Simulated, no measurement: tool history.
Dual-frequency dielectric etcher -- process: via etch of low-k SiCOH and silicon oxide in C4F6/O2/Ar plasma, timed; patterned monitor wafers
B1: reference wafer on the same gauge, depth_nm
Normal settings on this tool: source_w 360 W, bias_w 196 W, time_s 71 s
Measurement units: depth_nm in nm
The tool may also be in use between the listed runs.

Run 1, hour 0: usual settings but bias_w 161 W, time_s 85 s; B1 167.1. Result: depth_nm 193.2 nm.
Run 2, hour 12.9: usual settings but source_w 340 W; B1 167. Result: depth_nm 165.7 nm.
Run 3, hour 26.9: usual settings but source_w 340 W; B1 166.9. Result: depth_nm 166.8 nm.
Run 4, hour 58.9: usual settings but bias_w 208 W; B1 167.1. Result: depth_nm 170.4 nm.
Run 5, hour 78.2: usual settings but bias_w 208 W; B1 167. Result: depth_nm 171 nm.
Run 6, hour 103.7: usual settings but bias_w 221 W; B1 167. Result: depth_nm 172.4 nm.
Run 7, hour 118.7: usual settings but bias_w 221 W; B1 166.9. Result: depth_nm 173 nm.
At hour 141.6: gauge calibrated.
At hour 147.5: bias power generator calibrated.
Run 8, hour 150.3: usual settings but time_s 91.5 s; B1 167. Result: depth_nm 217.4 nm.
Run 9, hour 172.4: usual settings; B1 167. Result: depth_nm 168.6 nm.
At hour 250.9: source power generator calibrated.
At hour 285.2: wet clean of the chamber.
At hour 287.3: upper electrode replaced.
Run 10, hour 287.8: usual settings; B1 167. Result: depth_nm 168.5 nm.
Run 11, hour 296: usual settings; B1 166.9. Result: depth_nm 167.5 nm.
Run 12, hour 319.4: usual settings but source_w 300 W; B1 167. Result: depth_nm 163 nm.
Run 13, hour 409.2: usual settings but bias_w 244 W; B1 167. Result: depth_nm 176.8 nm.
Run 14, hour 439.1: usual settings but source_w 320 W, bias_w 244 W, time_s 86.5 s; B1 167. Result: depth_nm 211 nm.
Run 15, hour 453.6: usual settings but source_w 410 W; B1 167. Result: depth_nm 174.3 nm.

For each run, what was the tool's unlogged condition?
etch rate over this chamber's usual, %: 0 across all the runs
source power that arrives over what is set, %: 0 across all the runs
bias power that arrives over what is set, %: 0 across all the runs
gauge reads high (%): 0 across all the runs
